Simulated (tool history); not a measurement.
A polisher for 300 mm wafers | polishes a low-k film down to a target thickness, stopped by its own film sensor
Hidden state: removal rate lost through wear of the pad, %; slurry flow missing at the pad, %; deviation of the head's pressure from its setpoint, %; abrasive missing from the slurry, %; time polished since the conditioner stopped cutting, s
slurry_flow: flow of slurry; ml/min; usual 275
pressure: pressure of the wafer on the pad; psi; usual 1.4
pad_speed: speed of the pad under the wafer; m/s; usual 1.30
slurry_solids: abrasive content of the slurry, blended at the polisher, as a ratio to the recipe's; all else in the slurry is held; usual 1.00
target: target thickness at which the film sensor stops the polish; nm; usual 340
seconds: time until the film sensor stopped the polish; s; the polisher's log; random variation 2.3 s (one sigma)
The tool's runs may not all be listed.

run,day,slurry_flow,pressure,pad_speed,slurry_solids,target,wafers since the last listed run,wafers polished on this pad,hours since the slurry nozzle was cleaned,hours since the head pressure was calibrated,hours since the slurry blender was calibrated,hours since the conditioning disc was replaced,"incoming thickness of the incoming film, nm",seconds
1,0.000,275,1.4,1.30,1.00,340,0,800,227.5,80.5,173.8,52.0,374.9,134.8
# day 3.996: worn pad replaced by a new one
# day 4.325: slurry nozzle cleaned
# day 8.112: conditioning disc replaced and pad reconditioned
2,8.221,275,1.4,1.30,1.00,340,1296,670,93.5,277.8,371.1,2.6,380.6,159.7
# day 11.188: slurry blender recalibrated
3,11.208,275,1.4,1.30,1.00,340,474,1145,165.2,349.5,0.5,74.3,383.1,159.1
# day 13.812: worn pad replaced by a new one
4,14.146,275,1.1,1.30,1.00,340,453,54,235.7,420.0,71.0,144.8,386.0,216.9
5,15.721,275,1.1,1.30,1.00,340,257,312,273.5,457.8,108.8,182.6,377.5,178.4
6,18.538,315,1.4,1.30,1.00,340,460,772,341.1,525.4,176.4,250.2,378.2,146.8
# day 18.962: slurry nozzle cleaned
# day 19.408: conditioning disc replaced and pad reconditioned
7,19.592,315,1.4,1.30,1.00,340,151,924,15.1,550.7,201.7,4.4,380.9,157.3
8,22.583,275,1.4,1.30,0.85,333,489,1413,86.9,622.5,273.5,76.2,385.6,225.0
# day 23.188: head pressure recalibrated
# day 24.200: worn pad replaced by a new one
9,25.542,275,1.4,1.30,0.85,333,442,219,157.9,56.5,344.5,147.2,384.6,209.3
10,28.196,275,1.5,1.30,1.00,340,434,653,221.6,120.2,408.2,210.9,376.9,137.5
# day 29.050: conditioning disc replaced and pad reconditioned
11,29.383,275,1.4,1.30,1.00,340,180,834,250.1,148.7,436.7,8.0,381.0,169.0
# day 31.817: slurry blender recalibrated
12,31.979,275,1.4,1.30,1.00,345,410,1245,312.4,211.0,3.9,70.3,381.6,139.8
# day 33.333: slurry nozzle cleaned
13,34.275,185,1.4,1.30,1.25,340,368,1613,22.6,266.1,59.0,125.4,381.7,172.4
# day 34.467: worn pad replaced by a new one
14,35.346,275,1.9,1.00,1.15,350,147,143,48.3,291.8,84.7,151.1,375.9,84.6
15,36.379,335,1.8,1.30,0.75,335,168,312,73.1,316.6,109.5,175.9,379.5,135.6
16,37.938,215,1.7,1.06,1.10,340,254,567,110.5,354.0,146.9,213.3,381.9,154.0
# day 39.529: conditioning disc replaced and pad reconditioned
17,39.583,275,1.4,1.30,1.00,340,255,822,150.0,393.5,186.4,1.3,380.8,165.4
18,40.792,215,1.1,1.30,1.00,340,197,1020,179.0,422.5,215.4,30.3,374.2,177.8
19,43.788,275,1.4,1.48,1.10,330,489,1510,250.9,494.4,287.3,102.2,385.1,209.0
# day 44.854: worn pad replaced by a new one
20,44.875,275,1.4,0.90,1.00,351,150,3,277.0,520.5,313.4,128.3,374.3,122.5
21,46.200,185,1.4,1.30,1.25,340,216,220,308.8,552.3,345.2,160.1,375.8,141.9
22,48.162,250,1.4,1.30,1.00,348,320,541,355.9,599.4,392.3,207.2,378.3,122.2

5 ways to go on from here, each from the tool as it stands after run 22. What would each give?
A,48.183,275,1.4,1.30,1.00,340,3,544,356.4,599.9,392.8,207.7,373.5,?
B,48.183,275,1.4,1.30,1.00,334,3,544,356.4,599.9,392.8,207.7,373.5,?
C,48.183,235,1.2,1.12,1.00,340,3,544,356.4,599.9,392.8,207.7,373.5,?
D,48.183,275,1.4,1.30,0.80,330,3,544,356.4,599.9,392.8,207.7,373.5,?
E,48.183,275,1.4,1.52,1.25,352,3,544,356.4,599.9,392.8,207.7,373.5,?

run,seconds
A,130.8
B,154.3
C,175.2
D,179.7
E,69.8
Without the tool's hidden state the same runs would have given:
run,seconds
A,115.4
B,136.1
C,154.6
D,157.6
E,62.0

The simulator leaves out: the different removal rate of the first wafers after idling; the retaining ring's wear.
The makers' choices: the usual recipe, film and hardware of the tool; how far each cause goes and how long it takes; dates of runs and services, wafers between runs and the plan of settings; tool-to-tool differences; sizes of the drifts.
